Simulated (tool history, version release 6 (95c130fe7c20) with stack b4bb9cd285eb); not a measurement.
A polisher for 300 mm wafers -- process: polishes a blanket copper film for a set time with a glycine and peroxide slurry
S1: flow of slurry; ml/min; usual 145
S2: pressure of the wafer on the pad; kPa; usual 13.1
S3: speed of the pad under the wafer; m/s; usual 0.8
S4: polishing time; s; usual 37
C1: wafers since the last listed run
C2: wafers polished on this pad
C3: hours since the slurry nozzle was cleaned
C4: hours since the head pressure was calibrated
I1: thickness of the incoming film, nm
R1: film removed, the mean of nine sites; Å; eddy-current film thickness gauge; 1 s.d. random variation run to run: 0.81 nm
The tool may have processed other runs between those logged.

run	hour	S1	S2	S3	S4	C1	C2	C3	C4	I1	R1
1	0	145	13.1	0.8	37	0	1564	91.4	249	1774.3	1153
2	19.4	145	13.1	0.8	37	262	1827	110.8	268.4	1772.1	1136
3	45.8	145	13.1	0.8	37	357	2185	137.2	294.8	1787.4	1151
# hour 65.8: worn pad replaced by a new one
4	76.8	145	13.1	0.8	37	365	148	168.2	325.8	1811.7	1157
5	105.1	145	13.1	0.8	37	383	532	196.5	354.1	1773.1	1146
6	126.4	145	13.1	0.92	40	288	821	217.8	375.4	1804	1375
7	146.2	145	13.1	0.92	40	268	1089	237.6	395.2	1808.9	1371
8	167.2	145	13.1	0.8	37	284	1374	258.6	416.2	1755.5	1134
9	181.2	145	13.1	0.8	37	189	1563	272.6	430.2	1767	1126
10	201	145	13.1	0.8	37	268	1832	292.4	450	1761.3	1143
11	224.2	145	13.1	0.62	37	314	2146	315.6	473.2	1794.8	960
12	245.4	145	13.1	0.62	37	287	2433	336.8	494.4	1789.8	952
13	269.2	145	13.1	0.8	37	322	2756	360.6	518.2	1760.9	1124
# hour 279.2: worn pad replaced by a new one
14	283.4	145	13.1	0.8	37	138	56	374.8	532.4	1766.5	1118
15	304.5	145	13.1	0.8	37	285	342	395.9	553.5	1776.5	1120
16	323.3	145	13.1	0.8	37	254	597	414.7	572.3	1772.1	1115
17	335.8	145	13.1	0.8	37	169	766	427.2	584.8	1769	1114
# hour 397.5: head pressure recalibrated
18	407.3	145	13.1	0.8	37	941	1708	498.7	9.8	1776.2	1149
19	442.5	170	13.1	0.8	37	477	2185	533.9	45	1804.5	1206
20	472.1	100	8.3	0.8	42	401	2587	563.5	74.6	1805.3	941
21	496.4	145	8.3	0.8	37	329	2916	587.8	98.9	1779.2	893
# hour 510.2: worn pad replaced by a new one
22	510.7	110	13.1	1.02	37	139	6	602.1	113.2	1757.1	1293
23	538.7	185	13.1	1.02	37	379	385	630.1	141.2	1776.1	1439
24	552	145	17.2	0.8	37	180	566	643.4	154.5	1779.4	1368
25	581.1	145	11	0.72	37	394	960	672.5	183.6	1770.2	964
26	610	95	13.1	0.8	47	391	1352	701.4	212.5	1772.2	1316
27	623.5	115	15.2	0.58	30	182	1535	714.9	226	1782.1	771
28	652.5	145	9.7	1.08	29	393	1928	743.9	255	1768	946
# hour 659.5: slurry nozzle cleaned
29	680.1	125	9.7	0.88	26	360	2288	20.6	282.6	1811.8	703
30	715.1	145	13.1	0.8	37	474	2763	55.6	317.6	1791.2	1140
# hour 724.9: worn pad replaced by a new one
31	739.8	110	13.1	0.8	37	280	201	80.3	342.3	1789.7	1077
32	768.1	145	8.3	0.8	37	383	584	108.6	370.6	1752.2	896
33	781.5	145	13.1	0.8	37	181	766	122	384	1747	1137
34	798.7	185	13.1	0.8	37	233	999	139.2	401.2	1781.7	1179
35	832.7	190	13.1	0.8	49	460	1460	173.2	435.2	1775.1	1561
36	863.8	145	13.1	0.68	48	421	1881	204.3	466.3	1791.5	1305
37	896.6	145	9	0.8	37	444	2326	237.1	499.1	1775.2	913

Hidden state at the last listed run before each entry between runs and at the first one after, where it differs:
In the gap between runs 3 and 4: worn pad replaced by a new one (hour 65.8)
  deviation of the head's pressure from its setpoint, %: -1.1 -> -1.46
  measured less the result without the state, R1: -7 -> -10 Å
In the gap between runs 13 and 14: worn pad replaced by a new one (hour 279.2)
  deviation of the head's pressure from its setpoint, %: -4.47 -> -4.74
  measured less the result without the state, R1: -30 -> -32 Å
In the gap between runs 17 and 18: head pressure recalibrated (hour 397.5)
  deviation of the head's pressure from its setpoint, %: -5.83 -> -0.348
  measured less the result without the state, R1: -40 -> -3 Å
In the gap between runs 21 and 22: worn pad replaced by a new one (hour 510.2)
  deviation of the head's pressure from its setpoint, %: -0.527 -> -0.584
  measured less the result without the state, R1: -3 -> -4 Å
In the gap between runs 28 and 29: slurry nozzle cleaned (hour 659.5)
  deviation of the head's pressure from its setpoint, %: -1.55 -> -1.83
  measured less the result without the state, R1: -9 -> -7 Å
In the gap between runs 30 and 31: worn pad replaced by a new one (hour 724.9)
  deviation of the head's pressure from its setpoint, %: -2.22 -> -2.52
  measured less the result without the state, R1: -15 -> -17 Å
